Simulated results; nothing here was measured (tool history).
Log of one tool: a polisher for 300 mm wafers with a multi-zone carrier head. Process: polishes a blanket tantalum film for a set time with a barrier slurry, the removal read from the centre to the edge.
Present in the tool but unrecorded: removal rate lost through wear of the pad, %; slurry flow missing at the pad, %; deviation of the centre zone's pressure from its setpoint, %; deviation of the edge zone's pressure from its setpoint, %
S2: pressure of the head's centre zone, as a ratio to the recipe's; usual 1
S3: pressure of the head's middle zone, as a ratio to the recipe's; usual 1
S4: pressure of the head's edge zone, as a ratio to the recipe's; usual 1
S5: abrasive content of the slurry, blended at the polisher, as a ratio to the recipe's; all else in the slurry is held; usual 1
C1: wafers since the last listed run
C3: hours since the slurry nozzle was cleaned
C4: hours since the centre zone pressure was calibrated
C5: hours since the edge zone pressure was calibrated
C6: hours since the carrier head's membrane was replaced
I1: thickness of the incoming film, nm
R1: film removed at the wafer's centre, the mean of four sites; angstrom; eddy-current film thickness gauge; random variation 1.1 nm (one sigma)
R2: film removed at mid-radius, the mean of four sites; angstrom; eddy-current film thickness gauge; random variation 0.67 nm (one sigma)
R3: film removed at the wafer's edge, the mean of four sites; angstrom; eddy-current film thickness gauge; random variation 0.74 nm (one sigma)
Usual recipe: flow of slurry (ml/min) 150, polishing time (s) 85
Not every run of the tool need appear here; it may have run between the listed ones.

{"run": 1, "hour": 0.0, "flow of slurry (ml/min)": 170, "S2": 0.94, "S3": 1, "S4": 1, "S5": 1, "polishing time (s)": 85, "C1": 0, "wafers polished on this pad": 2084, "C3": 653.4, "C4": 545.4, "C5": 1340.9, "C6": 963, "I1": 374.9, "R1": 766, "R2": 777, "R3": 829}
{"hour": 55.8, "done": "slurry nozzle cleaned"}
{"run": 2, "hour": 95.9, "flow of slurry (ml/min)": 150, "S2": 1, "S3": 1.08, "S4": 1, "S5": 1, "polishing time (s)": 85, "C1": 1067, "wafers polished on this pad": 3152, "C3": 40.1, "C4": 641.3, "C5": 1436.8, "C6": 1058.9, "I1": 378.4, "R1": 837, "R2": 857, "R3": 845}
{"hour": 136.8, "done": "edge zone pressure recalibrated"}
{"hour": 157.4, "done": "centre zone pressure recalibrated"}
{"hour": 161.2, "done": "carrier head's membrane replaced by a new one"}
{"run": 3, "hour": 165.5, "flow of slurry (ml/min)": 180, "S2": 1, "S3": 0.95, "S4": 1, "S5": 1, "polishing time (s)": 72, "C1": 695, "wafers polished on this pad": 3848, "C3": 109.7, "C4": 8.1, "C5": 28.7, "C6": 4.3, "I1": 377, "R1": 738, "R2": 679, "R3": 729}
{"run": 4, "hour": 418.7, "flow of slurry (ml/min)": 150, "S2": 1, "S3": 1, "S4": 1.08, "S5": 1, "polishing time (s)": 85, "C1": 2848, "wafers polished on this pad": 6697, "C3": 362.9, "C4": 261.3, "C5": 281.9, "C6": 257.5, "I1": 385.8, "R1": 819, "R2": 802, "R3": 853}
{"run": 5, "hour": 475.8, "flow of slurry (ml/min)": 150, "S2": 1, "S3": 1, "S4": 1, "S5": 1, "polishing time (s)": 85, "C1": 642, "wafers polished on this pad": 7339, "C3": 420, "C4": 318.4, "C5": 339, "C6": 314.6, "I1": 382.5, "R1": 810, "R2": 781, "R3": 825}
{"hour": 527.4, "done": "worn pad replaced by a new one"}
{"run": 6, "hour": 753.3, "flow of slurry (ml/min)": 150, "S2": 1, "S3": 0.97, "S4": 1.09, "S5": 1.25, "polishing time (s)": 85, "C1": 3077, "wafers polished on this pad": 2541, "C3": 697.5, "C4": 595.9, "C5": 616.5, "C6": 592.1, "I1": 376.1, "R1": 791, "R2": 767, "R3": 853}
{"hour": 771.3, "done": "slurry nozzle cleaned"}
{"run": 7, "hour": 821.4, "flow of slurry (ml/min)": 185, "S2": 0.95, "S3": 0.91, "S4": 1, "S5": 1, "polishing time (s)": 112, "C1": 755, "wafers polished on this pad": 3296, "C3": 50.1, "C4": 664, "C5": 684.6, "C6": 660.2, "I1": 382.4, "R1": 1084, "R2": 1023, "R3": 1149}
{"hour": 834.8, "done": "centre zone pressure recalibrated"}
{"run": 8, "hour": 881.3, "flow of slurry (ml/min)": 150, "S2": 1, "S3": 1, "S4": 1, "S5": 1, "polishing time (s)": 85, "C1": 651, "wafers polished on this pad": 3948, "C3": 110, "C4": 46.5, "C5": 744.5, "C6": 720.1, "I1": 384.6, "R1": 830, "R2": 810, "R3": 838}
{"run": 9, "hour": 929.9, "flow of slurry (ml/min)": 150, "S2": 0.89, "S3": 0.91, "S4": 1.05, "S5": 1, "polishing time (s)": 85, "C1": 546, "wafers polished on this pad": 4495, "C3": 158.6, "C4": 95.1, "C5": 793.1, "C6": 768.7, "I1": 378.1, "R1": 724, "R2": 749, "R3": 853}
{"run": 10, "hour": 992.0, "flow of slurry (ml/min)": 150, "S2": 1, "S3": 1, "S4": 1, "S5": 1, "polishing time (s)": 85, "C1": 698, "wafers polished on this pad": 5193, "C3": 220.7, "C4": 157.2, "C5": 855.2, "C6": 830.8, "I1": 373.8, "R1": 820, "R2": 804, "R3": 832}
{"run": 11, "hour": 1035.3, "flow of slurry (ml/min)": 115, "S2": 1, "S3": 1.04, "S4": 1, "S5": 1, "polishing time (s)": 85, "C1": 487, "wafers polished on this pad": 5681, "C3": 264, "C4": 200.5, "C5": 898.5, "C6": 874.1, "I1": 378, "R1": 773, "R2": 769, "R3": 796}
{"run": 12, "hour": 1112.4, "flow of slurry (ml/min)": 150, "S2": 1, "S3": 1.09, "S4": 0.95, "S5": 1, "polishing time (s)": 105, "C1": 867, "wafers polished on this pad": 6548, "C3": 341.1, "C4": 277.6, "C5": 975.6, "C6": 951.2, "I1": 380, "R1": 1022, "R2": 1067, "R3": 1006}
{"run": 13, "hour": 1198.2, "flow of slurry (ml/min)": 150, "S2": 1, "S3": 1, "S4": 1, "S5": 1, "polishing time (s)": 85, "C1": 965, "wafers polished on this pad": 7514, "C3": 426.9, "C4": 363.4, "C5": 1061.4, "C6": 1037, "I1": 384.7, "R1": 816, "R2": 787, "R3": 834}
{"hour": 1247.9, "done": "carrier head's membrane replaced by a new one"}
{"hour": 1258.0, "done": "worn pad replaced by a new one"}
{"run": 14, "hour": 1260.5, "flow of slurry (ml/min)": 150, "S2": 1, "S3": 1, "S4": 1, "S5": 1, "polishing time (s)": 85, "C1": 599, "wafers polished on this pad": 28, "C3": 489.2, "C4": 425.7, "C5": 1123.7, "C6": 12.6, "I1": 381.2, "R1": 797, "R2": 778, "R3": 819}
{"run": 15, "hour": 1349.3, "flow of slurry (ml/min)": 150, "S2": 0.93, "S3": 1, "S4": 1, "S5": 0.9, "polishing time (s)": 85, "C1": 999, "wafers polished on this pad": 1027, "C3": 578, "C4": 514.5, "C5": 1212.5, "C6": 101.4, "I1": 381.6, "R1": 709, "R2": 754, "R3": 799}
{"hour": 1382.8, "done": "edge zone pressure recalibrated"}
{"run": 16, "hour": 1420.8, "flow of slurry (ml/min)": 180, "S2": 1, "S3": 1, "S4": 1, "S5": 1, "polishing time (s)": 85, "C1": 782, "wafers polished on this pad": 1809, "C3": 649.5, "C4": 586, "C5": 38, "C6": 172.9, "I1": 376, "R1": 796, "R2": 798, "R3": 819}
{"hour": 1426.0, "done": "centre zone pressure recalibrated"}
{"hour": 1443.2, "done": "slurry nozzle cleaned"}
{"run": 17, "hour": 1485.8, "flow of slurry (ml/min)": 150, "S2": 1, "S3": 1, "S4": 1, "S5": 0.85, "polishing time (s)": 76, "C1": 697, "wafers polished on this pad": 2507, "C3": 42.6, "C4": 59.8, "C5": 103, "C6": 237.9, "I1": 386.8, "R1": 705, "R2": 698, "R3": 721}
{"run": 18, "hour": 1541.3, "flow of slurry (ml/min)": 195, "S2": 1, "S3": 1, "S4": 1, "S5": 1, "polishing time (s)": 110, "C1": 624, "wafers polished on this pad": 3131, "C3": 98.1, "C4": 115.3, "C5": 158.5, "C6": 293.4, "I1": 387.6, "R1": 1133, "R2": 1106, "R3": 1122}
{"hour": 1822.2, "done": "worn pad replaced by a new one"}
{"run": 19, "hour": 1828.5, "flow of slurry (ml/min)": 185, "S2": 0.94, "S3": 1, "S4": 1, "S5": 0.9, "polishing time (s)": 85, "C1": 3186, "wafers polished on this pad": 70, "C3": 385.3, "C4": 402.5, "C5": 445.7, "C6": 580.6, "I1": 378.3, "R1": 772, "R2": 805, "R3": 817}
{"run": 20, "hour": 1893.7, "flow of slurry (ml/min)": 150, "S2": 1, "S3": 1, "S4": 1, "S5": 1, "polishing time (s)": 85, "C1": 733, "wafers polished on this pad": 804, "C3": 450.5, "C4": 467.7, "C5": 510.9, "C6": 645.8, "I1": 377.4, "R1": 798, "R2": 773, "R3": 815}
{"run": 21, "hour": 1956.4, "flow of slurry (ml/min)": 150, "S2": 1, "S3": 1, "S4": 1, "S5": 1, "polishing time (s)": 85, "C1": 705, "wafers polished on this pad": 1509, "C3": 513.2, "C4": 530.4, "C5": 573.6, "C6": 708.5, "I1": 378.9, "R1": 783, "R2": 764, "R3": 818}

Entry by entry between the runs, the difference in hidden state between the last listed run before and the first listed run after:
From run 1 to run 2: slurry nozzle cleaned (hour 55.8)
  slurry flow missing at the pad, %: 25.8 -> 0.946
  the result without the hidden state subtracted from the measured one, R1: -59 -> -2 angstrom; R2: -53 -> -2 angstrom; R3: -40 -> -2 angstrom
From run 2 to run 3: edge zone pressure recalibrated (hour 136.8); centre zone pressure recalibrated (hour 157.4); carrier head's membrane replaced by a new one (hour 161.2)
  slurry flow missing at the pad, %: 0.946 -> 1.52
  the result without the hidden state subtracted from the measured one, R1: -2 -> -3 angstrom; R2: -2 -> -2 angstrom; R3: -2 -> -2 angstrom
From run 5 to run 6: worn pad replaced by a new one (hour 527.4)
  slurry flow missing at the pad, %: 10.6 -> 27.7
  the result without the hidden state subtracted from the measured one, R1: -23 -> -78 angstrom; R2: -20 -> -66 angstrom; R3: -15 -> -51 angstrom
From run 6 to run 7: slurry nozzle cleaned (hour 771.3)
  slurry flow missing at the pad, %: 27.7 -> 1.6
  the result without the hidden state subtracted from the measured one, R1: -78 -> -3 angstrom; R2: -66 -> -2 angstrom; R3: -51 -> -2 angstrom
From run 7 to run 8: centre zone pressure recalibrated (hour 834.8)
  slurry flow missing at the pad, %: 1.6 -> 2.12
  the result without the hidden state subtracted from the measured one, R1: -3 -> -4 angstrom; R2: -2 -> -4 angstrom; R3: -2 -> -2 angstrom
From run 13 to run 14: carrier head's membrane replaced by a new one (hour 1247.9); worn pad replaced by a new one (hour 1258)
  slurry flow missing at the pad, %: 11.5 -> 14.6
  the result without the hidden state subtracted from the measured one, R1: -26 -> -33 angstrom; R2: -21 -> -29 angstrom; R3: -16 -> -21 angstrom
From run 15 to run 16: edge zone pressure recalibrated (hour 1382.8)
  slurry flow missing at the pad, %: 19.9 -> 24.7
  the result without the hidden state subtracted from the measured one, R1: -44 -> -54 angstrom; R2: -41 -> -48 angstrom; R3: -31 -> -35 angstrom
From run 16 to run 17: centre zone pressure recalibrated (hour 1426); slurry nozzle cleaned (hour 1443.2)
  slurry flow missing at the pad, %: 24.7 -> 3.21
  the result without the hidden state subtracted from the measured one, R1: -54 -> -6 angstrom; R2: -48 -> -5 angstrom; R3: -35 -> -4 angstrom
From run 18 to run 19: worn pad replaced by a new one (hour 1822.2)
  slurry flow missing at the pad, %: 3.64 -> 11.3
  the result without the hidden state subtracted from the measured one, R1: -7 -> -19 angstrom; R2: -7 -> -18 angstrom; R3: -5 -> -13 angstrom
